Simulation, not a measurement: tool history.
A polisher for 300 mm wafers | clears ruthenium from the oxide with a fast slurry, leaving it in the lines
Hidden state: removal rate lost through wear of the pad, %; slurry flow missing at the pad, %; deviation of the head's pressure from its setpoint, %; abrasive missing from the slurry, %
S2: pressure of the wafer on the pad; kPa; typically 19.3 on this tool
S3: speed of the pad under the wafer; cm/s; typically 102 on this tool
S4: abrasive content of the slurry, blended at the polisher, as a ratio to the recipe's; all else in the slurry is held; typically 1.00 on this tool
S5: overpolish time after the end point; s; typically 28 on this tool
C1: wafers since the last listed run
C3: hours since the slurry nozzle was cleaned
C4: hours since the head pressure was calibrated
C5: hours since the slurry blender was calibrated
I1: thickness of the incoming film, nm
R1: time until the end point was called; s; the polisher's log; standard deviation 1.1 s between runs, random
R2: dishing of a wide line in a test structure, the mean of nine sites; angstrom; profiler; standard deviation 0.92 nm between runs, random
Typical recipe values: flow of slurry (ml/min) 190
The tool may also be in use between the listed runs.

run 1 day=0.000 | flow_of_slurry_(ml/min)=190 S2=19.3 S3=102 S4=1.00 S5=28 | C1=0 wafers_polished_on_this_pad=990 C3=243.3 C4=116.6 C5=115.9 | I1=308.9 | R1=88.3 R2=663
run 2 day=1.571 | flow_of_slurry_(ml/min)=190 S2=19.3 S3=86 S4=1.00 S5=28 | C1=185 wafers_polished_on_this_pad=1175 C3=281.0 C4=154.3 C5=153.6 | I1=308.3 | R1=98.5 R2=596
run 3 day=3.850 | flow_of_slurry_(ml/min)=190 S2=19.3 S3=102 S4=1.00 S5=28 | C1=268 wafers_polished_on_this_pad=1444 C3=335.7 C4=209.0 C5=208.3 | I1=311.8 | R1=92.6 R2=641
-- day=6.862 worn pad replaced by a new one
run 4 day=6.883 | flow_of_slurry_(ml/min)=145 S2=15.2 S3=102 S4=1.00 S5=28 | C1=337 wafers_polished_on_this_pad=2 C3=408.5 C4=281.8 C5=281.1 | I1=309.4 | R1=112.4 R2=545
run 5 day=9.225 | flow_of_slurry_(ml/min)=145 S2=15.2 S3=102 S4=1.00 S5=28 | C1=275 wafers_polished_on_this_pad=278 C3=464.7 C4=338.0 C5=337.3 | I1=308.2 | R1=114.8 R2=532
-- day=9.683 head pressure recalibrated
-- day=12.104 slurry blender recalibrated
run 6 day=15.508 | flow_of_slurry_(ml/min)=190 S2=19.3 S3=102 S4=1.00 S5=28 | C1=720 wafers_polished_on_this_pad=999 C3=615.5 C4=139.8 C5=81.7 | I1=307.0 | R1=91.2 R2=650
run 7 day=18.204 | flow_of_slurry_(ml/min)=190 S2=19.3 S3=130 S4=1.00 S5=28 | C1=317 wafers_polished_on_this_pad=1316 C3=680.2 C4=204.5 C5=146.4 | I1=309.1 | R1=78.8 R2=743
-- day=19.262 slurry nozzle cleaned
run 8 day=19.896 | flow_of_slurry_(ml/min)=190 S2=19.3 S3=102 S4=1.00 S5=28 | C1=194 wafers_polished_on_this_pad=1511 C3=15.2 C4=245.1 C5=187.0 | I1=307.9 | R1=92.4 R2=643
run 9 day=22.125 | flow_of_slurry_(ml/min)=190 S2=19.3 S3=102 S4=1.00 S5=28 | C1=262 wafers_polished_on_this_pad=1773 C3=68.7 C4=298.6 C5=240.5 | I1=304.5 | R1=93.8 R2=643
run 10 day=23.612 | flow_of_slurry_(ml/min)=190 S2=19.3 S3=102 S4=1.00 S5=28 | C1=175 wafers_polished_on_this_pad=1949 C3=104.4 C4=334.3 C5=276.2 | I1=308.8 | R1=96.4 R2=629
-- day=24.808 worn pad replaced by a new one
-- day=27.271 head pressure recalibrated
run 11 day=28.858 | flow_of_slurry_(ml/min)=190 S2=19.3 S3=102 S4=1.00 S5=28 | C1=588 wafers_polished_on_this_pad=467 C3=230.3 C4=38.1 C5=402.1 | I1=308.7 | R1=87.3 R2=670
-- day=30.317 slurry blender recalibrated
run 12 day=31.462 | flow_of_slurry_(ml/min)=170 S2=19.3 S3=102 S4=1.15 S5=28 | C1=297 wafers_polished_on_this_pad=764 C3=292.8 C4=100.6 C5=27.5 | I1=311.9 | R1=84.3 R2=682
run 13 day=34.275 | flow_of_slurry_(ml/min)=220 S2=19.3 S3=72 S4=1.00 S5=28 | C1=331 wafers_polished_on_this_pad=1095 C3=360.3 C4=168.1 C5=95.0 | I1=307.7 | R1=106.5 R2=566
run 14 day=36.158 | flow_of_slurry_(ml/min)=255 S2=19.3 S3=116 S4=1.25 S5=28 | C1=221 wafers_polished_on_this_pad=1317 C3=405.5 C4=213.3 C5=140.2 | I1=309.6 | R1=75.0 R2=761
run 15 day=37.617 | flow_of_slurry_(ml/min)=190 S2=19.3 S3=82 S4=0.75 S5=28 | C1=171 wafers_polished_on_this_pad=1489 C3=440.5 C4=248.3 C5=175.2 | I1=316.5 | R1=125.1 R2=514
-- day=39.662 worn pad replaced by a new one
run 16 day=39.683 | flow_of_slurry_(ml/min)=190 S2=19.3 S3=102 S4=1.00 S5=28 | C1=223 wafers_polished_on_this_pad=2 C3=490.1 C4=297.9 C5=224.8 | I1=306.1 | R1=83.8 R2=697
-- day=41.746 head pressure recalibrated
run 17 day=42.462 | flow_of_slurry_(ml/min)=175 S2=13.8 S3=102 S4=1.00 S5=33 | C1=317 wafers_polished_on_this_pad=320 C3=556.8 C4=17.2 C5=291.5 | I1=310.3 | R1=124.7 R2=587
run 18 day=43.704 | flow_of_slurry_(ml/min)=245 S2=19.3 S3=102 S4=1.15 S5=28 | C1=146 wafers_polished_on_this_pad=466 C3=586.6 C4=47.0 C5=321.3 | I1=310.6 | R1=79.9 R2=720
-- day=46.083 slurry nozzle cleaned
-- day=49.175 slurry blender recalibrated
run 19 day=52.521 | flow_of_slurry_(ml/min)=190 S2=19.3 S3=102 S4=1.30 S5=28 | C1=1024 wafers_polished_on_this_pad=1490 C3=154.5 C4=258.6 C5=80.3 | I1=314.5 | R1=83.6 R2=693
-- day=53.904 worn pad replaced by a new one
run 20 day=53.929 | flow_of_slurry_(ml/min)=235 S2=19.3 S3=102 S4=0.75 S5=28 | C1=146 wafers_polished_on_this_pad=2 C3=188.3 C4=292.4 C5=114.1 | I1=311.5 | R1=92.2 R2=642
run 21 day=56.612 | flow_of_slurry_(ml/min)=210 S2=19.3 S3=68 S4=1.00 S5=21 | C1=316 wafers_polished_on_this_pad=319 C3=252.7 C4=356.8 C5=178.5 | I1=305.9 | R1=104.4 R2=440
-- day=57.579 head pressure recalibrated
run 22 day=59.017 | flow_of_slurry_(ml/min)=190 S2=19.3 S3=102 S4=1.00 S5=28 | C1=273 wafers_polished_on_this_pad=592 C3=310.4 C4=34.5 C5=236.2 | I1=311.8 | R1=88.6 R2=676
run 23 day=60.312 | flow_of_slurry_(ml/min)=125 S2=19.3 S3=102 S4=1.00 S5=28 | C1=152 wafers_polished_on_this_pad=745 C3=341.5 C4=65.6 C5=267.3 | I1=306.8 | R1=92.3 R2=638
run 24 day=63.150 | flow_of_slurry_(ml/min)=155 S2=19.3 S3=102 S4=0.90 S5=28 | C1=334 wafers_polished_on_this_pad=1079 C3=409.6 C4=133.7 C5=335.4 | I1=309.2 | R1=98.6 R2=625
-- day=63.942 slurry blender recalibrated
-- day=70.012 worn pad replaced by a new one
run 25 day=71.050 | flow_of_slurry_(ml/min)=190 S2=19.3 S3=102 S4=1.00 S5=28 | C1=901 wafers_polished_on_this_pad=122 C3=599.2 C4=323.3 C5=170.6 | I1=308.1 | R1=86.4 R2=683
run 26 day=73.912 | flow_of_slurry_(ml/min)=190 S2=19.3 S3=102 S4=1.00 S5=28 | C1=337 wafers_polished_on_this_pad=459 C3=667.9 C4=392.0 C5=239.3 | I1=305.9 | R1=88.1 R2=673
-- day=75.012 head pressure recalibrated
run 27 day=76.417 | flow_of_slurry_(ml/min)=220 S2=19.3 S3=112 S4=1.10 S5=35 | C1=285 wafers_polished_on_this_pad=744 C3=728.0 C4=33.7 C5=299.4 | I1=310.9 | R1=81.5 R2=872

Here are 5 independent what-if runs from the current tool condition. What would each one return?
run A day=76.438 | flow_of_slurry_(ml/min)=190 S2=19.3 S3=102 S4=1.00 S5=38 | C1=2 wafers_polished_on_this_pad=747 C3=728.5 C4=34.2 C5=299.9 | I1=305.4 | R1=? R2=?
run B day=76.438 | flow_of_slurry_(ml/min)=190 S2=17.2 S3=130 S4=1.00 S5=34 | C1=2 wafers_polished_on_this_pad=747 C3=728.5 C4=34.2 C5=299.9 | I1=305.4 | R1=? R2=?
run C day=76.438 | flow_of_slurry_(ml/min)=190 S2=24.1 S3=102 S4=1.00 S5=28 | C1=2 wafers_polished_on_this_pad=747 C3=728.5 C4=34.2 C5=299.9 | I1=305.4 | R1=? R2=?
run D day=76.438 | flow_of_slurry_(ml/min)=190 S2=15.2 S3=86 S4=1.10 S5=28 | C1=2 wafers_polished_on_this_pad=747 C3=728.5 C4=34.2 C5=299.9 | I1=305.4 | R1=? R2=?
run E day=76.438 | flow_of_slurry_(ml/min)=190 S2=13.8 S3=134 S4=1.00 S5=28 | C1=2 wafers_polished_on_this_pad=747 C3=728.5 C4=34.2 C5=299.9 | I1=305.4 | R1=? R2=?

run=A R1=89.2 R2=835
run=B R1=85.8 R2=788
run=C R1=71.4 R2=782
run=D R1=120.9 R2=502
run=E R1=105.1 R2=567
Stripped of hidden state, with their random variation kept, the same runs would have yielded:
run=A R1=83.8 R2=876
run=B R1=80.6 R2=828
run=C R1=67.0 R2=822
run=D R1=113.6 R2=530
run=E R1=98.7 R2=598
